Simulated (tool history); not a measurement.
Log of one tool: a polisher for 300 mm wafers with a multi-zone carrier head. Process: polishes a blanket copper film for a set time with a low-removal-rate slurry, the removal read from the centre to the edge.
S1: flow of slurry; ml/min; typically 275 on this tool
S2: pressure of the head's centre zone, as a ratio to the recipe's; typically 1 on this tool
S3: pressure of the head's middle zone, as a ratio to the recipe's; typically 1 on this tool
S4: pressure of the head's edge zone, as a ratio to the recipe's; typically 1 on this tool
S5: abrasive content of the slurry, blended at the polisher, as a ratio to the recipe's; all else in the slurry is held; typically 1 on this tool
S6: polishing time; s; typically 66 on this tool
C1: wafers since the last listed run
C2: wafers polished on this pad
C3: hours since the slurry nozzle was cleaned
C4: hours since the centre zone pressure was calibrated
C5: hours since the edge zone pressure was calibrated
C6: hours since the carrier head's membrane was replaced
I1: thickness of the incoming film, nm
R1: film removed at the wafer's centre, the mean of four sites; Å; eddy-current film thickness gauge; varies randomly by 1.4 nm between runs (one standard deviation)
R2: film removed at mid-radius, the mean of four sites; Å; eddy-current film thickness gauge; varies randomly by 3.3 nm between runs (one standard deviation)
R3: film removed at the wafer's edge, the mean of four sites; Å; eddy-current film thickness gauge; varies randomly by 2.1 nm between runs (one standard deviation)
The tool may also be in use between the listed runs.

run	hour	S1	S2	S3	S4	S5	S6	C1	C2	C3	C4	C5	C6	I1	R1	R2	R3
1	0	275	1	1	1	1	66	0	327	137.8	508.5	631.4	844.3	1481	2405	2337	2338
2	35.2	275	1.07	1	1	1	66	238	566	173	543.7	666.6	879.5	1447.6	2486	2317	2360
# hour 52.1: edge zone pressure recalibrated
3	105.9	275	1	1	1	1	66	466	1032	243.7	614.4	53.8	950.2	1463.5	2391	2275	2322
4	149.7	275	1	1	1	1	66	297	1329	287.5	658.2	97.6	994	1494.2	2364	2223	2340
# hour 203.2: slurry nozzle cleaned
5	218.7	275	1	1	1.12	0.8	66	461	1790	15.5	727.2	166.6	1063	1467	2385	2230	2418
# hour 253.6: worn pad replaced by a new one
# hour 255.8: centre zone pressure recalibrated
6	280.6	200	1	1	0.93	0.8	66	379	169	77.4	24.8	228.5	1124.9	1477.5	2187	2077	2153
7	304.6	235	0.96	1	0.91	1	66	162	332	101.4	48.8	252.5	1148.9	1464.4	2226	2264	2232
8	338.3	275	0.91	0.89	1	1	66	228	561	135.1	82.5	286.2	1182.6	1473.4	2206	2066	2395
9	392.7	275	1	1	0.94	1	73	369	930	189.5	136.9	340.6	1237	1513.8	2563	2539	2564
10	417	275	1.05	1	1	1	66	164	1095	213.8	161.2	364.9	1261.3	1477.3	2395	2278	2362
# hour 476.2: carrier head's membrane replaced by a new one
11	476.7	275	1	1	1	1	66	371	1466	273.5	220.9	424.6	0.5	1460.1	2333	2225	2364
12	508	330	1	1.04	1	1	66	212	1678	304.8	252.2	455.9	31.8	1484.8	2387	2378	2358
13	543.5	275	1	1	0.91	1	66	240	1919	340.3	287.7	491.4	67.3	1474.4	2298	2287	2227
# hour 552.7: slurry nozzle cleaned
# hour 596.4: worn pad replaced by a new one
14	596.9	275	1	1	1	1	66	328	3	44.2	341.1	544.8	120.7	1459.1	2356	2236	2411
15	621.1	275	0.96	1	1	1	66	164	167	68.4	365.3	569	144.9	1488.2	2299	2311	2382
16	692.9	275	1	1	1	1	66	487	654	140.2	437.1	640.8	216.7	1457.7	2366	2231	2364
# hour 814: edge zone pressure recalibrated
17	819.1	275	1	1	1	1	66	842	1497	266.4	563.3	5.1	342.9	1458.9	2370	2281	2341
18	854.7	215	1.08	1	1	1	80	241	1738	302	598.9	40.7	378.5	1460.9	2872	2590	2760
19	881	275	1	0.92	1	1.1	66	178	1917	328.3	625.2	67	404.8	1500.9	2390	2073	2370
# hour 885.7: slurry nozzle cleaned
# hour 910.9: worn pad replaced by a new one
# hour 914.8: centre zone pressure recalibrated
20	918.8	275	0.93	1	1	1	66	208	40	33.1	4	104.8	442.6	1446.9	2260	2289	2345
21	951.9	275	1	1	1	1.2	66	224	264	66.2	37.1	137.9	475.7	1484.1	2373	2368	2394

Below are 4 alternative next runs, each starting from the tool's condition after run 21. Predict each:
A	952.3	275	1	1	1	1	66	2	267	66.6	37.5	138.3	476.1	1471.2	?	?	?
B	952.3	275	1	1	0.93	1	81	2	267	66.6	37.5	138.3	476.1	1471.2	?	?	?
C	952.3	315	1	1	1	1	66	2	267	66.6	37.5	138.3	476.1	1471.2	?	?	?
D	952.3	275	1	1	1	0.85	66	2	267	66.6	37.5	138.3	476.1	1471.2	?	?	?

run	R1	R2	R3
A	2351	2247	2339
B	2885	2758	2779
C	2389	2280	2366
D	2310	2208	2298
Stripped of hidden state, with their random variation kept, the same runs would have yielded:
run	R1	R2	R3
A	2366	2256	2346
B	2904	2769	2787
C	2403	2288	2372
D	2324	2216	2305
